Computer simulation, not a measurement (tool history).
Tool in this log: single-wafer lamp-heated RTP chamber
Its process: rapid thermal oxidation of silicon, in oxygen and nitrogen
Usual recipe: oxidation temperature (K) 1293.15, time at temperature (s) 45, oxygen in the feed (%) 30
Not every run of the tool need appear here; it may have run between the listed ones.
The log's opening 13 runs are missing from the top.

| run | day | oxidation temperature (K) | time at temperature (s) | oxygen in the feed (%) | read-back reference wafer on the same gauge, thickness | oxide thickness on the monitor wafer (angstrom) |
|---|---|---|---|---|---|---|
| 14 | 33.892 | 1293.15 | 45 | 17 | 4.25 | 35.01 |
| 15 | 36.846 | 1293.15 | 45 | 30 | 4.251 | 41.2 |
| 16 | 39.167 | 1293.15 | 45 | 30 | 4.25 | 41.34 |
| 17 | 40.958 | 1293.15 | 45 | 30 | 4.248 | 41.31 |
| 18 | 43.042 | 1293.15 | 45 | 46 | 4.251 | 47.66 |
| 19 | 46.962 | 1303.15 | 60 | 17 | 4.249 | 41.97 |
|  | 49.417 | oxygen flow controller replaced |
|  | 49.479 | pyrometer window cleaned and pyrometer calibrated |
| 20 | 50.404 | 1293.15 | 45 | 30 | 4.249 | 40.95 |
| 21 | 53.9 | 1293.15 | 60 | 57 | 4.249 | 56.95 |
| 22 | 55.879 | 1293.15 | 45 | 30 | 4.246 | 40.91 |
| 23 | 60.017 | 1293.15 | 62 | 53 | 4.248 | 56.77 |
| 24 | 62.062 | 1293.15 | 45 | 30 | 4.249 | 41.29 |
|  | 62.862 | gauge calibrated |
| 25 | 66.525 | 1293.15 | 45 | 30 | 4.253 | 41.48 |
| 26 | 69.979 | 1293.15 | 45 | 30 | 4.249 | 41.94 |
|  | 72.238 | pyrometer window cleaned and pyrometer calibrated |
| 27 | 81.621 | 1303.15 | 32 | 17 | 4.252 | 32.79 |
| 28 | 85.617 | 1266.15 | 30 | 39 | 4.249 | 32.68 |
| 29 | 88.1 | 1276.15 | 67 | 51 | 4.252 | 52.04 |
| 30 | 91.7 | 1312.15 | 67 | 17 | 4.251 | 46.38 |
| 31 | 93.217 | 1293.15 | 45 | 30 | 4.246 | 41.93 |
|  | 94.142 | pyrometer window cleaned and pyrometer calibrated |
| 32 | 95.054 | 1265.15 | 59 | 48 | 4.247 | 44.11 |
| 33 | 98.604 | 1273.15 | 56 | 59 | 4.248 | 48.65 |
| 34 | 108.946 | 1283.15 | 45 | 49 | 4.251 | 45.48 |
| 35 | 114.7 | 1293.15 | 45 | 41 | 4.251 | 46.21 |

Consider 5 possible next runs. They are alternatives, not a sequence: every one starts from the tool as it was left by run 35. What does each give?
| A | 114.717 | 1293.15 | 66 | 30 | ? | ? |
| B | 114.717 | 1306.15 | 45 | 56 | ? | ? |
| C | 114.717 | 1293.15 | 62 | 17 | ? | ? |
| D | 114.717 | 1293.15 | 24 | 30 | ? | ? |
| E | 114.717 | 1293.15 | 60 | 55 | ? | ? |

| run | read-back reference wafer on the same gauge, thickness | oxide thickness on the monitor wafer (angstrom) |
|---|---|---|
| A | 4.248 | 49.1 |
| B | 4.248 | 56.25 |
| C | 4.248 | 40.05 |
| D | 4.248 | 33.26 |
| E | 4.248 | 57.87 |
Without the tool's unlogged condition, the same runs would have read:
| run | oxide thickness on the monitor wafer (angstrom) |
|---|---|
| A | 47.83 |
| B | 54.76 |
| C | 39.13 |
| D | 32.57 |
| E | 56.31 |

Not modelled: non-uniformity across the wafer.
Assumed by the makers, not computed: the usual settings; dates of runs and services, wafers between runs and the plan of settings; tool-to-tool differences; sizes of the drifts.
